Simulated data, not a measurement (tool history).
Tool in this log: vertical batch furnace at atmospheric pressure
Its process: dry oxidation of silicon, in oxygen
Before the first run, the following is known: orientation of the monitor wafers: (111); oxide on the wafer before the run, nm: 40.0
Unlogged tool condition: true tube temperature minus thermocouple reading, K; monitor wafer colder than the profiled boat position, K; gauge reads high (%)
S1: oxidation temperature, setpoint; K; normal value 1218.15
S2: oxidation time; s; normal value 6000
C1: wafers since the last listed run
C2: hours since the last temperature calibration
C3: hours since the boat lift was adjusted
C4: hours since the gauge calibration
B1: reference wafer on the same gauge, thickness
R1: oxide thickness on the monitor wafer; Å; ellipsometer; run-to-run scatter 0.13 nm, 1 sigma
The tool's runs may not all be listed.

Run 1, hour 0.0: usual settings; C1 0; C2 1049.6; C3 3473.1; C4 472.8; B1 96.51. Result: R1 834.5 Å.
Run 2, hour 91.5: usual settings; C1 708; C2 1141.1; C3 3564.6; C4 564.3; B1 96.52. Result: R1 834.9 Å.
Run 3, hour 138.3: usual settings but S2 4440 s; C1 362; C2 1187.9; C3 3611.4; C4 611.1; B1 96.53. Result: R1 737.5 Å.
Run 4, hour 222.3: usual settings; C1 650; C2 1271.9; C3 3695.4; C4 695.1; B1 96.51. Result: R1 837.1 Å.
Run 5, hour 313.5: usual settings; C1 706; C2 1363.1; C3 3786.6; C4 786.3; B1 96.50. Result: R1 834.0 Å.
Run 6, hour 414.8: usual settings; C1 784; C2 1464.4; C3 3887.9; C4 887.6; B1 96.49. Result: R1 837.6 Å.
Run 7, hour 462.6: usual settings but S1 1231.15 K; C1 370; C2 1512.2; C3 3935.7; C4 935.4; B1 96.50. Result: R1 894.1 Å.
Run 8, hour 543.8: usual settings but S1 1231.15 K; C1 628; C2 1593.4; C3 4016.9; C4 1016.6; B1 96.50. Result: R1 893.2 Å.

Estimate the outcome of run 9 from the log above:
At hour 610.4: boat lift adjusted.
At hour 613.6: gauge calibrated.
At hour 623.7: thermocouples replaced and temperature profile calibrated.
Run 9, hour 637.8: usual settings but S2 7260 s; C1 439; C2 14.1; C3 27.4; C4 24.2; B1 ?. Result: R1 ?.

B1: 96.51
R1: 918.2 Å
If the tool had no hidden condition, the same run with the same run-to-run variation would have returned R1 917.9 Å.
